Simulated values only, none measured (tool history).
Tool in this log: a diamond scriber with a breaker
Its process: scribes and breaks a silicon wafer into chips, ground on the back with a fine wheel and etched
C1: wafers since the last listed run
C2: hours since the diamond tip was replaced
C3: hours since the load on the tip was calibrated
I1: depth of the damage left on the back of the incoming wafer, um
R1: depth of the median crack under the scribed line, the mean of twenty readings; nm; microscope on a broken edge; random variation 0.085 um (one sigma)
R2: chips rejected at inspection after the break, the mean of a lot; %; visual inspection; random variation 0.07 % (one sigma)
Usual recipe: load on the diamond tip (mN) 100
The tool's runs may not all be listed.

{"run": 1, "hour": 0.0, "load on the diamond tip (mN)": 100, "C1": 0, "C2": 295.5, "C3": 107.3, "I1": 0.31, "R1": 8640, "R2": 1.75}
{"run": 2, "hour": 83.8, "load on the diamond tip (mN)": 100, "C1": 124, "C2": 379.3, "C3": 191.1, "I1": 0.62, "R1": 8270, "R2": 2.26}
{"run": 3, "hour": 134.1, "load on the diamond tip (mN)": 100, "C1": 74, "C2": 429.6, "C3": 241.4, "I1": 0.58, "R1": 8250, "R2": 2.76}
{"hour": 275.7, "done": "diamond tip replaced by a new one"}
{"run": 4, "hour": 311.3, "load on the diamond tip (mN)": 118, "C1": 260, "C2": 35.6, "C3": 418.6, "I1": 0.38, "R1": 9920, "R2": 2.18}
{"run": 5, "hour": 389.7, "load on the diamond tip (mN)": 112, "C1": 116, "C2": 114.0, "C3": 497.0, "I1": 0.68, "R1": 9200, "R2": 1.35}
{"run": 6, "hour": 495.5, "load on the diamond tip (mN)": 112, "C1": 157, "C2": 219.8, "C3": 602.8, "I1": 0.39, "R1": 9050, "R2": 1.47}
{"hour": 499.2, "done": "load on the tip recalibrated"}
{"run": 7, "hour": 594.9, "load on the diamond tip (mN)": 85, "C1": 144, "C2": 319.2, "C3": 95.7, "I1": 0.62, "R1": 7490, "R2": 7.03}
{"run": 8, "hour": 663.8, "load on the diamond tip (mN)": 85, "C1": 102, "C2": 388.1, "C3": 164.6, "I1": 0.73, "R1": 7350, "R2": 7.48}
{"run": 9, "hour": 706.4, "load on the diamond tip (mN)": 100, "C1": 63, "C2": 430.7, "C3": 207.2, "I1": 0.37, "R1": 8250, "R2": 2.92}
{"run": 10, "hour": 788.2, "load on the diamond tip (mN)": 108, "C1": 121, "C2": 512.5, "C3": 289.0, "I1": 0.5, "R1": 8630, "R2": 1.9}
{"hour": 798.5, "done": "diamond tip replaced by a new one"}
{"run": 11, "hour": 869.2, "load on the diamond tip (mN)": 92, "C1": 117, "C2": 70.7, "C3": 370.0, "I1": 0.66, "R1": 7940, "R2": 3.7}
{"run": 12, "hour": 995.6, "load on the diamond tip (mN)": 126, "C1": 187, "C2": 197.1, "C3": 496.4, "I1": 0.67, "R1": 9670, "R2": 2.07}
{"run": 13, "hour": 1042.6, "load on the diamond tip (mN)": 79, "C1": 69, "C2": 244.1, "C3": 543.4, "I1": 0.66, "R1": 6890, "R2": 11.74}
{"hour": 1063.6, "done": "load on the tip recalibrated"}
{"run": 14, "hour": 1121.3, "load on the diamond tip (mN)": 78, "C1": 113, "C2": 322.8, "C3": 57.7, "I1": 0.61, "R1": 7080, "R2": 10.36}
{"run": 15, "hour": 1219.6, "load on the diamond tip (mN)": 83, "C1": 146, "C2": 421.1, "C3": 156.0, "I1": 0.74, "R1": 7200, "R2": 8.56}
{"hour": 1299.5, "done": "diamond tip replaced by a new one"}
{"run": 16, "hour": 1310.0, "load on the diamond tip (mN)": 100, "C1": 131, "C2": 10.5, "C3": 246.4, "I1": 0.44, "R1": 8560, "R2": 1.73}
{"run": 17, "hour": 1392.0, "load on the diamond tip (mN)": 71, "C1": 121, "C2": 92.5, "C3": 328.4, "I1": 0.51, "R1": 6550, "R2": 14.68}

Run-by-run hidden state of the tool:
H1: share of the diamond tip's cutting effectiveness lost through wear, %
H2: deviation of the load on the tip from its setpoint, %
run=1 H1=6.34 H2=-2.43
run=2 H1=7.96 H2=-3.9
run=3 H1=8.93 H2=-4.5
run=4 H1=0.845 H2=-5.68
run=5 H1=2.36 H2=-5.93
run=6 H1=4.41 H2=-6.14
run=7 H1=6.33 H2=-3.81
run=8 H1=7.66 H2=-5.14
run=9 H1=8.48 H2=-5.75
run=10 H1=10.1 H2=-6.58
run=11 H1=2.83 H2=-7.1
run=12 H1=5.28 H2=-7.57
run=13 H1=6.18 H2=-7.67
run=14 H1=7.71 H2=-1.49
run=15 H1=9.61 H2=-3.67
run=16 H1=1.14 H2=-4.86
run=17 H1=2.73 H2=-5.53

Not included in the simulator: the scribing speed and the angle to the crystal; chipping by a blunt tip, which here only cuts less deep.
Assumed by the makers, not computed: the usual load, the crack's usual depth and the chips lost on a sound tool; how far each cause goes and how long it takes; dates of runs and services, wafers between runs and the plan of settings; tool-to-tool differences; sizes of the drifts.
